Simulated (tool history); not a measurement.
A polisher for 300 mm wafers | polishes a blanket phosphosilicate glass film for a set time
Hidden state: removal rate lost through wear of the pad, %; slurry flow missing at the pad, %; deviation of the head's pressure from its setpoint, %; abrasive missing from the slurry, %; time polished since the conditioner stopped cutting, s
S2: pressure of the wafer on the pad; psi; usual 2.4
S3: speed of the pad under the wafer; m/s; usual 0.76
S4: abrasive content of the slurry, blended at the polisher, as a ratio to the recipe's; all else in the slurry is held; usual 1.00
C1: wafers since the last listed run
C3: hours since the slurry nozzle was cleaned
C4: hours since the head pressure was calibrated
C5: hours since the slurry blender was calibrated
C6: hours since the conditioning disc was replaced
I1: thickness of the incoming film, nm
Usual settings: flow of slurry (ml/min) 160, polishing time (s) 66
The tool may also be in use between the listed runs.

run 1 hour=0.0 | flow_of_slurry_(ml/min)=160 S2=2.4 S3=0.76 S4=1.00 polishing_time_(s)=66 | C1=0 wafers_polished_on_this_pad=216 C3=356.0 C4=1106.9 C5=233.3 C6=105.1 | I1=2924.9 | film_removed_(nm)=305.4
run 2 hour=13.9 | flow_of_slurry_(ml/min)=160 S2=2.4 S3=0.76 S4=1.00 polishing_time_(s)=66 | C1=108 wafers_polished_on_this_pad=324 C3=369.9 C4=1120.8 C5=247.2 C6=119.0 | I1=2916.8 | film_removed_(nm)=304.4
run 3 hour=31.5 | flow_of_slurry_(ml/min)=160 S2=2.2 S3=0.76 S4=1.00 polishing_time_(s)=66 | C1=137 wafers_polished_on_this_pad=462 C3=387.5 C4=1138.4 C5=264.8 C6=136.6 | I1=2913.9 | film_removed_(nm)=278.6
run 4 hour=49.0 | flow_of_slurry_(ml/min)=160 S2=2.4 S3=0.76 S4=0.85 polishing_time_(s)=66 | C1=136 wafers_polished_on_this_pad=599 C3=405.0 C4=1155.9 C5=282.3 C6=154.1 | I1=2908.8 | film_removed_(nm)=276.5
run 5 hour=58.0 | flow_of_slurry_(ml/min)=160 S2=2.4 S3=0.76 S4=0.85 polishing_time_(s)=66 | C1=70 wafers_polished_on_this_pad=669 C3=414.0 C4=1164.9 C5=291.3 C6=163.1 | I1=2897.0 | film_removed_(nm)=276.0
-- hour=62.5 slurry nozzle cleaned
run 6 hour=70.8 | flow_of_slurry_(ml/min)=160 S2=2.4 S3=0.76 S4=0.85 polishing_time_(s)=66 | C1=92 wafers_polished_on_this_pad=761 C3=8.3 C4=1177.7 C5=304.1 C6=175.9 | I1=2918.5 | film_removed_(nm)=317.4
-- hour=77.8 conditioning disc replaced and pad reconditioned
-- hour=80.9 head pressure recalibrated
run 7 hour=83.3 | flow_of_slurry_(ml/min)=160 S2=2.4 S3=0.76 S4=1.00 polishing_time_(s)=66 | C1=66 wafers_polished_on_this_pad=828 C3=20.8 C4=2.4 C5=316.6 C6=5.5 | I1=2888.8 | film_removed_(nm)=343.8
run 8 hour=95.5 | flow_of_slurry_(ml/min)=160 S2=2.4 S3=0.62 S4=1.00 polishing_time_(s)=66 | C1=95 wafers_polished_on_this_pad=923 C3=33.0 C4=14.6 C5=328.8 C6=17.7 | I1=2956.2 | film_removed_(nm)=290.9
-- hour=106.0 worn pad replaced by a new one
run 9 hour=106.5 | flow_of_slurry_(ml/min)=160 S2=2.4 S3=0.76 S4=1.00 polishing_time_(s)=66 | C1=54 wafers_polished_on_this_pad=4 C3=44.0 C4=25.6 C5=339.8 C6=28.7 | I1=2915.3 | film_removed_(nm)=337.0
run 10 hour=110.9 | flow_of_slurry_(ml/min)=160 S2=2.4 S3=0.76 S4=1.00 polishing_time_(s)=66 | C1=34 wafers_polished_on_this_pad=38 C3=48.4 C4=30.0 C5=344.2 C6=33.1 | I1=2909.9 | film_removed_(nm)=338.1
-- hour=128.0 slurry blender recalibrated
run 11 hour=128.5 | flow_of_slurry_(ml/min)=215 S2=2.9 S3=0.64 S4=1.00 polishing_time_(s)=79 | C1=121 wafers_polished_on_this_pad=160 C3=66.0 C4=47.6 C5=0.5 C6=50.7 | I1=2905.9 | film_removed_(nm)=455.1
run 12 hour=134.8 | flow_of_slurry_(ml/min)=175 S2=2.4 S3=0.76 S4=1.00 polishing_time_(s)=66 | C1=49 wafers_polished_on_this_pad=209 C3=72.3 C4=53.9 C5=6.8 C6=57.0 | I1=2941.4 | film_removed_(nm)=351.5
run 13 hour=143.5 | flow_of_slurry_(ml/min)=160 S2=2.4 S3=0.90 S4=1.25 polishing_time_(s)=51 | C1=68 wafers_polished_on_this_pad=277 C3=81.0 C4=62.6 C5=15.5 C6=65.7 | I1=2886.4 | film_removed_(nm)=330.5
run 14 hour=152.7 | flow_of_slurry_(ml/min)=145 S2=2.4 S3=1.00 S4=1.00 polishing_time_(s)=66 | C1=71 wafers_polished_on_this_pad=349 C3=90.2 C4=71.8 C5=24.7 C6=74.9 | I1=2929.1 | film_removed_(nm)=413.7
run 15 hour=174.9 | flow_of_slurry_(ml/min)=160 S2=2.4 S3=0.76 S4=1.00 polishing_time_(s)=66 | C1=173 wafers_polished_on_this_pad=523 C3=112.4 C4=94.0 C5=46.9 C6=97.1 | I1=2905.3 | film_removed_(nm)=334.8

Forecast each of these 4 alternatives for the next run:
run A hour=175.3 | flow_of_slurry_(ml/min)=160 S2=2.4 S3=0.76 S4=1.00 polishing_time_(s)=78 | C1=3 wafers_polished_on_this_pad=526 C3=112.8 C4=94.4 C5=47.3 C6=97.5 | I1=2921.0 | film_removed_(nm)=?
run B hour=175.3 | flow_of_slurry_(ml/min)=160 S2=2.4 S3=0.60 S4=1.20 polishing_time_(s)=66 | C1=3 wafers_polished_on_this_pad=526 C3=112.8 C4=94.4 C5=47.3 C6=97.5 | I1=2921.0 | film_removed_(nm)=?
run C hour=175.3 | flow_of_slurry_(ml/min)=135 S2=3.0 S3=0.68 S4=1.00 polishing_time_(s)=57 | C1=3 wafers_polished_on_this_pad=526 C3=112.8 C4=94.4 C5=47.3 C6=97.5 | I1=2921.0 | film_removed_(nm)=?
run D hour=175.3 | flow_of_slurry_(ml/min)=160 S2=2.4 S3=0.76 S4=0.80 polishing_time_(s)=66 | C1=3 wafers_polished_on_this_pad=526 C3=112.8 C4=94.4 C5=47.3 C6=97.5 | I1=2921.0 | film_removed_(nm)=?

run=A film_removed_(nm)=397.0
run=B film_removed_(nm)=300.5
run=C film_removed_(nm)=318.9
run=D film_removed_(nm)=302.3
Without the tool's hidden state the same runs would have given:
run=A film_removed_(nm)=410.5
run=B film_removed_(nm)=310.7
run=C film_removed_(nm)=331.9
run=D film_removed_(nm)=312.6

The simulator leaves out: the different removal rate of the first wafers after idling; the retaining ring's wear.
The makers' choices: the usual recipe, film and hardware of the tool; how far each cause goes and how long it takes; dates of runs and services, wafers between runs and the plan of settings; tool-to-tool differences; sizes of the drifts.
